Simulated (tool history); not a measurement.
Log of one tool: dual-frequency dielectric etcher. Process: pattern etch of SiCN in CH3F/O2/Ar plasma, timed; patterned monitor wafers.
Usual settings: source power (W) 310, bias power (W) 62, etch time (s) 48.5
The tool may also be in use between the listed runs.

| run | hour | source power (W) | bias power (W) | etch time (s) | wafers since the last listed run | hours since the last wet clean | hours since the last source power generator calibration | hours since the last bias power generator calibration | hours since the last upper electrode change | hours since the gauge calibration | read-back reference wafer on the same gauge, depth_nm | mean etch depth across the wafer (nm) |
|---|---|---|---|---|---|---|---|---|---|---|---|---|
| 1 | 0 | 310 | 62 | 48.5 | 0 | 159.1 | 2955.8 | 5103.2 | 3576.3 | 211 | 17.1 | 16.56 |
| 2 | 15.4 | 310 | 62 | 48.5 | 265 | 174.5 | 2971.2 | 5118.6 | 3591.7 | 226.4 | 17.11 | 16.58 |
| 3 | 24.8 | 310 | 62 | 48.5 | 161 | 183.9 | 2980.6 | 5128 | 3601.1 | 235.8 | 17.1 | 16.5 |
| 4 | 42.3 | 310 | 62 | 48.5 | 301 | 201.4 | 2998.1 | 5145.5 | 3618.6 | 253.3 | 17.11 | 16.44 |
| 5 | 57 | 370 | 62 | 48.5 | 253 | 216.1 | 3012.8 | 5160.2 | 3633.3 | 268 | 17.12 | 17.6 |
|  | 90.2 | upper electrode replaced |
| 6 | 90.7 | 360 | 62 | 48.5 | 167 | 249.8 | 3046.5 | 5193.9 | 0.5 | 301.7 | 17.09 | 17.44 |
| 7 | 91.3 | 360 | 62 | 48.5 | 10 | 250.4 | 3047.1 | 5194.5 | 1.1 | 302.3 | 17.09 | 17.38 |
|  | 99.5 | source power generator calibrated |
| 8 | 107.9 | 360 | 62 | 48.5 | 216 | 267 | 8.4 | 5211.1 | 17.7 | 318.9 | 17.07 | 17.28 |
| 9 | 123.7 | 250 | 54 | 48.5 | 272 | 282.8 | 24.2 | 5226.9 | 33.5 | 334.7 | 17.07 | 14.9 |
|  | 131.1 | bias power generator calibrated |
| 10 | 136.2 | 250 | 54 | 48.5 | 146 | 295.3 | 36.7 | 5.1 | 46 | 347.2 | 17.1 | 14.9 |
| 11 | 149.2 | 310 | 62 | 48.5 | 223 | 308.3 | 49.7 | 18.1 | 59 | 360.2 | 17.08 | 16.6 |
| 12 | 166.9 | 310 | 62 | 48.5 | 304 | 326 | 67.4 | 35.8 | 76.7 | 377.9 | 17.09 | 16.48 |
| 13 | 181.9 | 260 | 62 | 57 | 258 | 341 | 82.4 | 50.8 | 91.7 | 392.9 | 17.12 | 18.13 |
| 14 | 188.1 | 330 | 51 | 48.5 | 106 | 347.2 | 88.6 | 57 | 97.9 | 399.1 | 17.09 | 16.22 |
|  | 188.4 | gauge calibrated |
| 15 | 201.8 | 310 | 62 | 48.5 | 235 | 360.9 | 102.3 | 70.7 | 111.6 | 13.4 | 17.09 | 16.53 |
| 16 | 217.1 | 310 | 72 | 48.5 | 263 | 376.2 | 117.6 | 86 | 126.9 | 28.7 | 17.11 | 17.23 |
| 17 | 223.5 | 310 | 62 | 48.5 | 110 | 382.6 | 124 | 92.4 | 133.3 | 35.1 | 17.12 | 16.57 |
| 18 | 241.3 | 310 | 62 | 48.5 | 306 | 400.4 | 141.8 | 110.2 | 151.1 | 52.9 | 17.1 | 16.49 |
|  | 273.2 | wet clean of the chamber |
| 19 | 273.7 | 330 | 67 | 42.5 | 144 | 0.5 | 174.2 | 142.6 | 183.5 | 85.3 | 17.1 | 14.93 |
| 20 | 274 | 380 | 71 | 48.5 | 5 | 0.8 | 174.5 | 142.9 | 183.8 | 85.6 | 17.08 | 18.39 |
| 21 | 283.2 | 380 | 62 | 48.5 | 158 | 10 | 183.7 | 152.1 | 193 | 94.8 | 17.09 | 17.86 |
| 22 | 299.9 | 310 | 62 | 48.5 | 287 | 26.7 | 200.4 | 168.8 | 209.7 | 111.5 | 17.08 | 16.55 |
| 23 | 307.1 | 310 | 62 | 48.5 | 123 | 33.9 | 207.6 | 176 | 216.9 | 118.7 | 17.11 | 16.49 |
| 24 | 320.7 | 360 | 53 | 57.5 | 234 | 47.5 | 221.2 | 189.6 | 230.5 | 132.3 | 17.1 | 19.77 |
| 25 | 327.5 | 310 | 62 | 48.5 | 117 | 54.3 | 228 | 196.4 | 237.3 | 139.1 | 17.1 | 16.59 |
| 26 | 334 | 310 | 71 | 56 | 111 | 60.8 | 234.5 | 202.9 | 243.8 | 145.6 | 17.09 | 19.6 |
| 27 | 351 | 380 | 46 | 62 | 292 | 77.8 | 251.5 | 219.9 | 260.8 | 162.6 | 17.09 | 21.26 |
| 28 | 361.1 | 310 | 62 | 57.5 | 173 | 87.9 | 261.6 | 230 | 270.9 | 172.7 | 17.11 | 19.58 |
| 29 | 370.3 | 250 | 47 | 42 | 158 | 97.1 | 270.8 | 239.2 | 280.1 | 181.9 | 17.1 | 12.58 |

5 ways to go on from here, each from the tool as it stands after run 29. What would each give?
| A | 370.7 | 310 | 62 | 48.5 | 6 | 97.5 | 271.2 | 239.6 | 280.5 | 182.3 | ? | ? |
| B | 370.7 | 340 | 47 | 53.5 | 6 | 97.5 | 271.2 | 239.6 | 280.5 | 182.3 | ? | ? |
| C | 370.7 | 310 | 62 | 53.5 | 6 | 97.5 | 271.2 | 239.6 | 280.5 | 182.3 | ? | ? |
| D | 370.7 | 330 | 75 | 48.5 | 6 | 97.5 | 271.2 | 239.6 | 280.5 | 182.3 | ? | ? |
| E | 370.7 | 380 | 67 | 48.5 | 6 | 97.5 | 271.2 | 239.6 | 280.5 | 182.3 | ? | ? |

| run | read-back reference wafer on the same gauge, depth_nm | mean etch depth across the wafer (nm) |
|---|---|---|
| A | 17.11 | 16.29 |
| B | 17.11 | 17.5 |
| C | 17.11 | 17.97 |
| D | 17.11 | 17.39 |
| E | 17.11 | 17.75 |
Without the tool's hidden state the same runs would have given:
| run | mean etch depth across the wafer (nm) |
|---|---|
| A | 16.29 |
| B | 17.5 |
| C | 17.97 |
| D | 17.39 |
| E | 17.75 |
